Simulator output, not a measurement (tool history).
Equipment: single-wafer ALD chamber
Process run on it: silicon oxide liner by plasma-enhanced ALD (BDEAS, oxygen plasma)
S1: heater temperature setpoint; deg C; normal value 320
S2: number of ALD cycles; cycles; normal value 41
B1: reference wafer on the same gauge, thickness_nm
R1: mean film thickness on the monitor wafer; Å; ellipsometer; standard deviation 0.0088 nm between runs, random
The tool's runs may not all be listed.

Run 1, hour 0: usual settings; B1 3.612. Result: R1 35.22 Å.
Run 2, hour 62.4: usual settings; B1 3.61. Result: R1 35.09 Å.
Run 3, hour 114.3: usual settings; B1 3.61. Result: R1 35.18 Å.
Run 4, hour 222.1: usual settings but S2 47 cycles; B1 3.61. Result: R1 40.51 Å.
Run 5, hour 319.4: usual settings but S2 47 cycles; B1 3.612. Result: R1 40.48 Å.
Run 6, hour 378.7: usual settings but S2 47 cycles; B1 3.612. Result: R1 40.5 Å.
Run 7, hour 415.1: usual settings; B1 3.609. Result: R1 35.12 Å.
At hour 416.1: gauge calibrated.
Run 8, hour 519.3: usual settings; B1 3.612. Result: R1 35.15 Å.
Run 9, hour 614.1: usual settings; B1 3.613. Result: R1 35.09 Å.
Run 10, hour 692.6: usual settings; B1 3.613. Result: R1 35.19 Å.
Run 11, hour 759.6: usual settings; B1 3.61. Result: R1 35 Å.
Run 12, hour 857.5: usual settings; B1 3.609. Result: R1 35.05 Å.
Run 13, hour 932.6: usual settings; B1 3.609. Result: R1 34.83 Å.
Run 14, hour 1025.9: usual settings; B1 3.607. Result: R1 35.14 Å.
Run 15, hour 1128.7: usual settings but S1 331 deg C; B1 3.61. Result: R1 34.42 Å.
At hour 1181.6: thermocouple changed; heater temperature recalibrated.
Run 16, hour 1182.1: usual settings but S1 331 deg C; B1 3.611. Result: R1 34.76 Å.
Run 17, hour 1217.5: usual settings; B1 3.609. Result: R1 35.21 Å.
Run 18, hour 1266.9: usual settings; B1 3.613. Result: R1 35.52 Å.
Run 19, hour 1367.6: usual settings but S1 311 deg C, S2 44 cycles; B1 3.614. Result: R1 38.46 Å.
Run 20, hour 1450: usual settings; B1 3.61. Result: R1 35.37 Å.
Run 21, hour 1545.2: usual settings; B1 3.609. Result: R1 35.56 Å.
Run 22, hour 1623.5: usual settings; B1 3.611. Result: R1 35.37 Å.
Run 23, hour 1696.8: usual settings; B1 3.609. Result: R1 35.4 Å.
Run 24, hour 1750.7: usual settings but S1 311 deg C, S2 36 cycles; B1 3.608. Result: R1 31.47 Å.
Run 25, hour 1850.2: usual settings but S1 305 deg C, S2 46 cycles; B1 3.608. Result: R1 40.52 Å.
Run 26, hour 1903.9: usual settings but S1 332 deg C, S2 45 cycles; B1 3.611. Result: R1 38.05 Å.
At hour 1937.6: gauge calibrated.
Run 27, hour 1966.6: usual settings but S1 306 deg C, S2 43 cycles; B1 3.607. Result: R1 37.94 Å.
Run 28, hour 2072.5: usual settings but S1 311 deg C, S2 34 cycles; B1 3.612. Result: R1 29.72 Å.
Run 29, hour 2147.5: usual settings but S1 325 deg C, S2 49 cycles; B1 3.613. Result: R1 42.01 Å.
Run 30, hour 2212.9: usual settings; B1 3.608. Result: R1 35.4 Å.
Run 31, hour 2264: usual settings but S1 316 deg C, S2 33 cycles; B1 3.613. Result: R1 28.7 Å.
Run 32, hour 2329.2: usual settings but S1 309 deg C, S2 35 cycles; B1 3.607. Result: R1 30.6 Å.
Run 33, hour 2419.7: usual settings but S1 326 deg C, S2 43 cycles; B1 3.613. Result: R1 36.43 Å.
Run 34, hour 2506.6: usual settings but S1 329 deg C; B1 3.61. Result: R1 34.79 Å.
Run 35, hour 2588.3: usual settings; B1 3.61. Result: R1 35.35 Å.
Run 36, hour 2645: usual settings; B1 3.612. Result: R1 35.26 Å.
Run 37, hour 2703.8: usual settings but S1 308 deg C, S2 37 cycles; B1 3.607. Result: R1 32.45 Å.
Run 38, hour 2765.5: usual settings but S1 316 deg C, S2 33 cycles; B1 3.61. Result: R1 28.54 Å.
Run 39, hour 2803.2: usual settings but S1 312 deg C, S2 39 cycles; B1 3.609. Result: R1 33.92 Å.
Run 40, hour 2839.3: usual settings but S1 335 deg C, S2 45 cycles; B1 3.61. Result: R1 37.9 Å.
Run 41, hour 2940.6: usual settings; B1 3.612. Result: R1 35.42 Å.
Run 42, hour 2985.9: usual settings; B1 3.611. Result: R1 35.26 Å.
Run 43, hour 3086: usual settings but S1 325 deg C, S2 36 cycles; B1 3.609. Result: R1 30.63 Å.
Run 44, hour 3149.7: usual settings but S1 307 deg C, S2 38 cycles; B1 3.609. Result: R1 33.23 Å.
Run 45, hour 3256: usual settings but S1 306 deg C, S2 47 cycles; B1 3.61. Result: R1 41 Å.
Run 46, hour 3294.9: usual settings; B1 3.61. Result: R1 35.19 Å.

What the log doesn't show, run by run:
gauge reads high (%): 0 in every run
H1: wafer temperature above the value expected at the setpoint (K)
run      H1
  1     3.7
  2    3.83
  3    3.93
  4    4.15
  5    4.35
  6    4.47
  7    4.54
  8    4.75
  9    4.94
 10     5.1
 11    5.23
 12    5.43
 13    5.58
 14    5.77
 15    5.98
 16  -0.967
 17  -0.896
 18  -0.796
 19  -0.593
 20  -0.427
 21  -0.236
 22  -0.078
 23  0.0697
 24   0.178
 25   0.379
 26   0.487
 27   0.613
 28   0.826
 29   0.978
 30    1.11
 31    1.21
 32    1.34
 33    1.53
 34     1.7
 35    1.87
 36    1.98
 37     2.1
 38    2.22
 39     2.3
 40    2.37
 41    2.58
 42    2.67
 43    2.87
 44       3
 45    3.21
 46    3.29
